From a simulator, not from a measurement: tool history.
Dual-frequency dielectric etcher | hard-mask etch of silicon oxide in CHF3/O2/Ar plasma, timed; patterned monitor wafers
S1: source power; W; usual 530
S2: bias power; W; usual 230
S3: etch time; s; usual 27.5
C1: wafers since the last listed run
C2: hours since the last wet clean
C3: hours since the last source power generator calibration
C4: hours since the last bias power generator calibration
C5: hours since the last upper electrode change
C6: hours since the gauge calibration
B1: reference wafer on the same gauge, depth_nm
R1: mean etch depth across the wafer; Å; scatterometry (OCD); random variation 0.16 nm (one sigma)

| run | day | S1 | S2 | S3 | C1 | C2 | C3 | C4 | C5 | C6 | B1 | R1 |
|---|---|---|---|---|---|---|---|---|---|---|---|---|
| 1 | 0 | 460 | 230 | 25 | 0 | 306.1 | 4586.9 | 38.9 | 5029.3 | 1111.7 | 69.5 | 518 |
| 2 | 1.358 | 530 | 230 | 27.5 | 453 | 338.7 | 4619.5 | 71.5 | 5061.9 | 1144.3 | 69.5 | 601 |
|  | 1.792 | source power generator calibrated |
|  | 2.788 | upper electrode replaced |
| 3 | 3.354 | 530 | 230 | 27.5 | 278 | 386.6 | 37.5 | 119.4 | 13.6 | 1192.2 | 69.5 | 604 |
|  | 5.138 | wet clean of the chamber |
| 4 | 5.158 | 530 | 230 | 27.5 | 268 | 0.5 | 80.8 | 162.7 | 56.9 | 1235.5 | 69.6 | 617 |
| 5 | 5.55 | 530 | 230 | 27.5 | 130 | 9.9 | 90.2 | 172.1 | 66.3 | 1244.9 | 69.5 | 619 |
| 6 | 6.138 | 530 | 197 | 33 | 196 | 24 | 104.3 | 186.2 | 80.4 | 1259 | 69.5 | 707 |
| 7 | 6.658 | 470 | 230 | 19.5 | 173 | 36.5 | 116.8 | 198.7 | 92.9 | 1271.5 | 69.4 | 420 |
| 8 | 11.096 | 530 | 230 | 30.5 | 1482 | 143 | 223.3 | 305.2 | 199.4 | 1378 | 69.5 | 693 |
| 9 | 11.871 | 530 | 230 | 27.5 | 258 | 161.6 | 241.9 | 323.8 | 218 | 1396.6 | 69.5 | 623 |
| 10 | 12.796 | 460 | 245 | 19.5 | 308 | 183.8 | 264.1 | 346 | 240.2 | 1418.8 | 69.5 | 429 |
| 11 | 13.742 | 530 | 230 | 27.5 | 315 | 206.5 | 286.8 | 368.7 | 262.9 | 1441.5 | 69.5 | 626 |
|  | 15.471 | wet clean of the chamber, repeated, since the last time left the tool worse |
| 12 | 15.492 | 530 | 230 | 22 | 250 | 0.5 | 328.8 | 410.7 | 304.9 | 1483.5 | 69.6 | 471 |
| 13 | 15.779 | 400 | 278 | 27.5 | 96 | 7.4 | 335.7 | 417.6 | 311.8 | 1490.4 | 69.5 | 562 |
| 14 | 17.167 | 530 | 230 | 27.5 | 463 | 40.7 | 369 | 450.9 | 345.1 | 1523.7 | 69.6 | 589 |
| 15 | 19.475 | 430 | 278 | 21.5 | 770 | 96.1 | 424.4 | 506.3 | 400.5 | 1579.1 | 69.5 | 457 |
| 16 | 20.521 | 530 | 199 | 19.5 | 349 | 121.2 | 449.5 | 531.4 | 425.6 | 1604.2 | 69.5 | 402 |
|  | 21.046 | gauge calibrated |
| 17 | 21.425 | 530 | 230 | 27.5 | 301 | 142.9 | 471.2 | 553.1 | 447.3 | 9.1 | 69.5 | 595 |
| 18 | 22.808 | 530 | 190 | 27.5 | 461 | 176.1 | 504.4 | 586.3 | 480.5 | 42.3 | 69.5 | 561 |
| 19 | 24.125 | 460 | 266 | 33.5 | 439 | 207.7 | 536 | 617.9 | 512.1 | 73.9 | 69.4 | 725 |
| 20 | 25.212 | 530 | 208 | 27.5 | 363 | 233.8 | 562.1 | 644 | 538.2 | 100 | 69.5 | 578 |
| 21 | 26.192 | 530 | 230 | 27.5 | 327 | 257.3 | 585.6 | 667.5 | 561.7 | 123.5 | 69.5 | 596 |
| 22 | 27.371 | 530 | 201 | 21.5 | 393 | 285.6 | 613.9 | 695.8 | 590 | 151.8 | 69.5 | 450 |
| 23 | 27.875 | 530 | 230 | 27.5 | 168 | 297.7 | 626 | 707.9 | 602.1 | 163.9 | 69.5 | 601 |
| 24 | 28.5 | 480 | 199 | 31 | 208 | 312.7 | 641 | 722.9 | 617.1 | 178.9 | 69.5 | 622 |
| 25 | 29.958 | 590 | 263 | 22 | 487 | 347.7 | 676 | 757.9 | 652.1 | 213.9 | 69.5 | 523 |
|  | 31.833 | wet clean of the chamber |
| 26 | 31.854 | 530 | 283 | 20.5 | 299 | 0.5 | 721.5 | 803.4 | 697.6 | 259.4 | 69.5 | 467 |
| 27 | 31.871 | 440 | 283 | 31 | 5 | 0.9 | 721.9 | 803.8 | 698 | 259.8 | 69.5 | 664 |
| 28 | 32.546 | 420 | 230 | 27.5 | 225 | 17.1 | 738.1 | 820 | 714.2 | 276 | 69.5 | 540 |
| 29 | 33.638 | 530 | 230 | 27.5 | 364 | 43.3 | 764.3 | 846.2 | 740.4 | 302.2 | 69.5 | 588 |

Forecast each of these 5 alternatives for the next run:
| A | 33.654 | 580 | 230 | 27.5 | 5 | 43.7 | 764.7 | 846.6 | 740.8 | 302.6 | ? | ? |
| B | 33.654 | 420 | 285 | 20.5 | 5 | 43.7 | 764.7 | 846.6 | 740.8 | 302.6 | ? | ? |
| C | 33.654 | 530 | 267 | 27.5 | 5 | 43.7 | 764.7 | 846.6 | 740.8 | 302.6 | ? | ? |
| D | 33.654 | 610 | 287 | 30 | 5 | 43.7 | 764.7 | 846.6 | 740.8 | 302.6 | ? | ? |
| E | 33.654 | 620 | 230 | 33 | 5 | 43.7 | 764.7 | 846.6 | 740.8 | 302.6 | ? | ? |

| run | B1 | R1 |
|---|---|---|
| A | 69.5 | 607 |
| B | 69.5 | 431 |
| C | 69.5 | 615 |
| D | 69.5 | 722 |
| E | 69.5 | 746 |
Without the tool's hidden state the same runs would have given:
| run | R1 |
|---|---|
| A | 605 |
| B | 429 |
| C | 613 |
| D | 720 |
| E | 744 |
